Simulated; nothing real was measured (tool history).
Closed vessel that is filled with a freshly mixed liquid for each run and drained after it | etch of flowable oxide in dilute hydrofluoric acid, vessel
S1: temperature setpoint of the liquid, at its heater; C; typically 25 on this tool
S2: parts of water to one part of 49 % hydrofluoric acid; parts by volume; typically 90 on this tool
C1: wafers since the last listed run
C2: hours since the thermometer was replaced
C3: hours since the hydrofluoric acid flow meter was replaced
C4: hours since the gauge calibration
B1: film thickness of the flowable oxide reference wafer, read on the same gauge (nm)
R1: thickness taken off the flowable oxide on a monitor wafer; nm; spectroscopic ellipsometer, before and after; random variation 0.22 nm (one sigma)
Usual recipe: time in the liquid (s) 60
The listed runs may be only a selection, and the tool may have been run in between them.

run 1 hour=0 | S1=25 S2=65 time_in_the_liquid_(s)=60 | C1=0 C2=2420.6 C3=1453.8 C4=218.1 | B1=50.01 | R1=36.17
run 2 hour=15 | S1=25 S2=65 time_in_the_liquid_(s)=60 | C1=1293 C2=2435.6 C3=1468.8 C4=233.1 | B1=50.01 | R1=36.16
run 3 hour=26.7 | S1=25 S2=125 time_in_the_liquid_(s)=60 | C1=1009 C2=2447.3 C3=1480.5 C4=244.8 | B1=50 | R1=17.14
run 4 hour=34.5 | S1=25 S2=125 time_in_the_liquid_(s)=60 | C1=672 C2=2455.1 C3=1488.3 C4=252.6 | B1=50.01 | R1=17.27
run 5 hour=44.2 | S1=25 S2=125 time_in_the_liquid_(s)=60 | C1=836 C2=2464.8 C3=1498 C4=262.3 | B1=50 | R1=17.08
run 6 hour=53.1 | S1=25 S2=60 time_in_the_liquid_(s)=60 | C1=767 C2=2473.7 C3=1506.9 C4=271.2 | B1=50 | R1=39.6
run 7 hour=62.1 | S1=21 S2=90 time_in_the_liquid_(s)=60 | C1=776 C2=2482.7 C3=1515.9 C4=280.2 | B1=50 | R1=21.12
run 8 hour=72.9 | S1=29 S2=90 time_in_the_liquid_(s)=60 | C1=931 C2=2493.5 C3=1526.7 C4=291 | B1=49.99 | R1=28.98
run 9 hour=79.1 | S1=29 S2=90 time_in_the_liquid_(s)=60 | C1=534 C2=2499.7 C3=1532.9 C4=297.2 | B1=49.99 | R1=29.03
run 10 hour=89.1 | S1=25 S2=90 time_in_the_liquid_(s)=60 | C1=862 C2=2509.7 C3=1542.9 C4=307.2 | B1=50.02 | R1=24.79
run 11 hour=99.8 | S1=25 S2=90 time_in_the_liquid_(s)=60 | C1=922 C2=2520.4 C3=1553.6 C4=317.9 | B1=50 | R1=25.05
run 12 hour=113.1 | S1=25 S2=90 time_in_the_liquid_(s)=60 | C1=1147 C2=2533.7 C3=1566.9 C4=331.2 | B1=50 | R1=24.85
-- hour=118.5 thermometer replaced
run 13 hour=128.8 | S1=25 S2=90 time_in_the_liquid_(s)=60 | C1=1267 C2=10.3 C3=1582.6 C4=346.9 | B1=49.99 | R1=24.61
run 14 hour=134.8 | S1=25 S2=90 time_in_the_liquid_(s)=60 | C1=517 C2=16.3 C3=1588.6 C4=352.9 | B1=50.01 | R1=24.72
run 15 hour=143.7 | S1=25 S2=90 time_in_the_liquid_(s)=60 | C1=767 C2=25.2 C3=1597.5 C4=361.8 | B1=50 | R1=25.13
run 16 hour=150.8 | S1=26.5 S2=115 time_in_the_liquid_(s)=35 | C1=612 C2=32.3 C3=1604.6 C4=368.9 | B1=50 | R1=11.68
run 17 hour=167.5 | S1=29 S2=55 time_in_the_liquid_(s)=45 | C1=1440 C2=49 C3=1621.3 C4=385.6 | B1=50 | R1=37.81
run 18 hour=181.2 | S1=23 S2=110 time_in_the_liquid_(s)=75 | C1=1181 C2=62.7 C3=1635 C4=399.3 | B1=50 | R1=22.51
run 19 hour=189.2 | S1=22.5 S2=50 time_in_the_liquid_(s)=80 | C1=689 C2=70.7 C3=1643 C4=407.3 | B1=49.98 | R1=56.77
run 20 hour=202.5 | S1=27.5 S2=105 time_in_the_liquid_(s)=50 | C1=1147 C2=84 C3=1656.3 C4=420.6 | B1=49.99 | R1=19.01
run 21 hour=213.1 | S1=27 S2=90 time_in_the_liquid_(s)=60 | C1=914 C2=94.6 C3=1666.9 C4=431.2 | B1=50.01 | R1=26.48
-- hour=229.5 hydrofluoric acid flow meter replaced
run 22 hour=230 | S1=29 S2=90 time_in_the_liquid_(s)=60 | C1=1371 C2=111.5 C3=0.5 C4=448.1 | B1=50.01 | R1=33.59
run 23 hour=242.2 | S1=25 S2=90 time_in_the_liquid_(s)=60 | C1=1052 C2=123.7 C3=12.7 C4=460.3 | B1=50.02 | R1=28.4
run 24 hour=253.4 | S1=29.5 S2=90 time_in_the_liquid_(s)=45 | C1=965 C2=134.9 C3=23.9 C4=471.5 | B1=50.01 | R1=25.32
run 25 hour=263 | S1=21.5 S2=50 time_in_the_liquid_(s)=75 | C1=827 C2=144.5 C3=33.5 C4=481.1 | B1=49.98 | R1=58.87
-- hour=264.3 gauge calibrated
run 26 hour=277.8 | S1=23.5 S2=90 time_in_the_liquid_(s)=60 | C1=1276 C2=159.3 C3=48.3 C4=13.5 | B1=50 | R1=26.74
run 27 hour=289.5 | S1=25 S2=90 time_in_the_liquid_(s)=60 | C1=1009 C2=171 C3=60 C4=25.2 | B1=50 | R1=28.66
run 28 hour=301.5 | S1=25 S2=90 time_in_the_liquid_(s)=60 | C1=1034 C2=183 C3=72 C4=37.2 | B1=49.98 | R1=28.57
run 29 hour=312.8 | S1=25 S2=90 time_in_the_liquid_(s)=60 | C1=974 C2=194.3 C3=83.3 C4=48.5 | B1=50 | R1=28.28
run 30 hour=325.9 | S1=29.5 S2=55 time_in_the_liquid_(s)=45 | C1=1129 C2=207.4 C3=96.4 C4=61.6 | B1=50.01 | R1=43.55
run 31 hour=351.6 | S1=25 S2=125 time_in_the_liquid_(s)=35 | C1=2216 C2=233.1 C3=122.1 C4=87.3 | B1=49.98 | R1=11.35
run 32 hour=368.3 | S1=23 S2=125 time_in_the_liquid_(s)=85 | C1=1440 C2=249.8 C3=138.8 C4=104 | B1=50.01 | R1=25.21
run 33 hour=385.6 | S1=23 S2=90 time_in_the_liquid_(s)=35 | C1=1492 C2=267.1 C3=156.1 C4=121.3 | B1=50 | R1=15.09
run 34 hour=395.9 | S1=26.5 S2=90 time_in_the_liquid_(s)=90 | C1=888 C2=277.4 C3=166.4 C4=131.6 | B1=50 | R1=44.84
run 35 hour=406.9 | S1=25 S2=90 time_in_the_liquid_(s)=60 | C1=948 C2=288.4 C3=177.4 C4=142.6 | B1=49.99 | R1=28.37

State the hidden condition of the tool at each of the runs:
liquid hotter than its thermometer reads (K): 0 at every run
gauge reads high (%): 0 at every run
H1: hydrofluoric acid flow below the setpoint (%)
run=1 H1=11.3
run=2 H1=11.4
run=3 H1=11.4
run=4 H1=11.5
run=5 H1=11.5
run=6 H1=11.6
run=7 H1=11.7
run=8 H1=11.7
run=9 H1=11.8
run=10 H1=11.8
run=11 H1=11.9
run=12 H1=12
run=13 H1=12.1
run=14 H1=12.1
run=15 H1=12.2
run=16 H1=12.2
run=17 H1=12.3
run=18 H1=12.4
run=19 H1=12.5
run=20 H1=12.5
run=21 H1=12.6
run=22 H1=0.654
run=23 H1=0.73
run=24 H1=0.8
run=25 H1=0.861
run=26 H1=0.953
run=27 H1=1.03
run=28 H1=1.1
run=29 H1=1.17
run=30 H1=1.25
run=31 H1=1.42
run=32 H1=1.52
run=33 H1=1.63
run=34 H1=1.69
run=35 H1=1.76
